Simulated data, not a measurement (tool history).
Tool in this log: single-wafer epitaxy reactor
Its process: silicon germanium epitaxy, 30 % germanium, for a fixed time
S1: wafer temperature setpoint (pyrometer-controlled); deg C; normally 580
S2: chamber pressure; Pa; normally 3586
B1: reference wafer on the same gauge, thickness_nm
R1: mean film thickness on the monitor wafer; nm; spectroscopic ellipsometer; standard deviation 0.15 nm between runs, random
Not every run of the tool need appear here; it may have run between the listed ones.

run 1 hour=0 | S1=580 S2=3586 | B1=54.383 | R1=52.241
run 2 hour=6.6 | S1=580 S2=3586 | B1=54.437 | R1=52.369
run 3 hour=22.1 | S1=580 S2=3586 | B1=54.391 | R1=52.354
run 4 hour=28.8 | S1=580 S2=3586 | B1=54.422 | R1=52.111
run 5 hour=45.6 | S1=587 S2=3586 | B1=54.404 | R1=58.66
run 6 hour=52.1 | S1=580 S2=3586 | B1=54.437 | R1=52.013
run 7 hour=62.1 | S1=580 S2=3586 | B1=54.413 | R1=52.534
run 8 hour=71.2 | S1=580 S2=3586 | B1=54.4 | R1=52.401
run 9 hour=88.6 | S1=580 S2=3586 | B1=54.444 | R1=52.396
run 10 hour=103.1 | S1=580 S2=3586 | B1=54.392 | R1=52.598
-- hour=120.9 gauge calibrated
-- hour=123.4 showerhead replaced
run 11 hour=123.9 | S1=580 S2=3586 | B1=54.388 | R1=52.674
-- hour=134.1 pyrometer calibrated
run 12 hour=134.6 | S1=580 S2=3586 | B1=54.406 | R1=43.029
run 13 hour=143.5 | S1=580 S2=3586 | B1=54.428 | R1=43.067
run 14 hour=159.5 | S1=580 S2=3586 | B1=54.328 | R1=43.193
run 15 hour=167.3 | S1=571 S2=3120 | B1=54.402 | R1=34.841
run 16 hour=173.8 | S1=580 S2=3586 | B1=54.338 | R1=43.092
-- hour=188.6 pyrometer calibrated, repeated, since the last time left the tool worse
run 17 hour=189.1 | S1=580 S2=3586 | B1=54.415 | R1=50.076
run 18 hour=197.1 | S1=584 S2=2933 | B1=54.404 | R1=49.205
run 19 hour=211 | S1=588 S2=3040 | B1=54.382 | R1=53.099
-- hour=228 capacitance manometer re-zeroed and calibrated
run 20 hour=228.5 | S1=593 S2=4266 | B1=54.382 | R1=66.795
run 21 hour=231.3 | S1=590 S2=2800 | B1=54.408 | R1=53.238
run 22 hour=239.6 | S1=586 S2=3586 | B1=54.407 | R1=55.43
run 23 hour=247.9 | S1=586 S2=3973 | B1=54.378 | R1=58.115
run 24 hour=261.5 | S1=580 S2=3826 | B1=54.44 | R1=51.454
run 25 hour=277.6 | S1=571 S2=2853 | B1=54.367 | R1=38.812
run 26 hour=284.7 | S1=580 S2=3586 | B1=54.405 | R1=50.083
run 27 hour=299.3 | S1=593 S2=3586 | B1=54.372 | R1=62.029
run 28 hour=311.3 | S1=585 S2=2826 | B1=54.422 | R1=49.125

Table of differences, measured result less the result of that run with no hidden state. Run-to-run variation is the same in both. Gauge scatter possibly is not:
The tool's hidden condition here consists of: wafer temperature above the value expected at the setpoint (K); true pressure above the setpoint (%); gauge reads high (%).
run=1 R1=+3.132
run=2 R1=+3.159
run=3 R1=+3.204
run=4 R1=+3.209
run=5 R1=+3.619
run=6 R1=+3.272
run=7 R1=+3.336
run=8 R1=+3.355
run=9 R1=+3.408
run=10 R1=+3.465
run=11 R1=+3.535
run=12 R1=-6.091
run=13 R1=-6.096
run=14 R1=-6.114
run=15 R1=-5.031
run=16 R1=-6.098
run=17 R1=+1.037
run=18 R1=+1.011
run=19 R1=+1.082
run=20 R1=+1.349
run=21 R1=+1.082
run=22 R1=+1.136
run=23 R1=+1.192
run=24 R1=+1.07
run=25 R1=+0.824
run=26 R1=+1.045
run=27 R1=+1.263
run=28 R1=+1.018
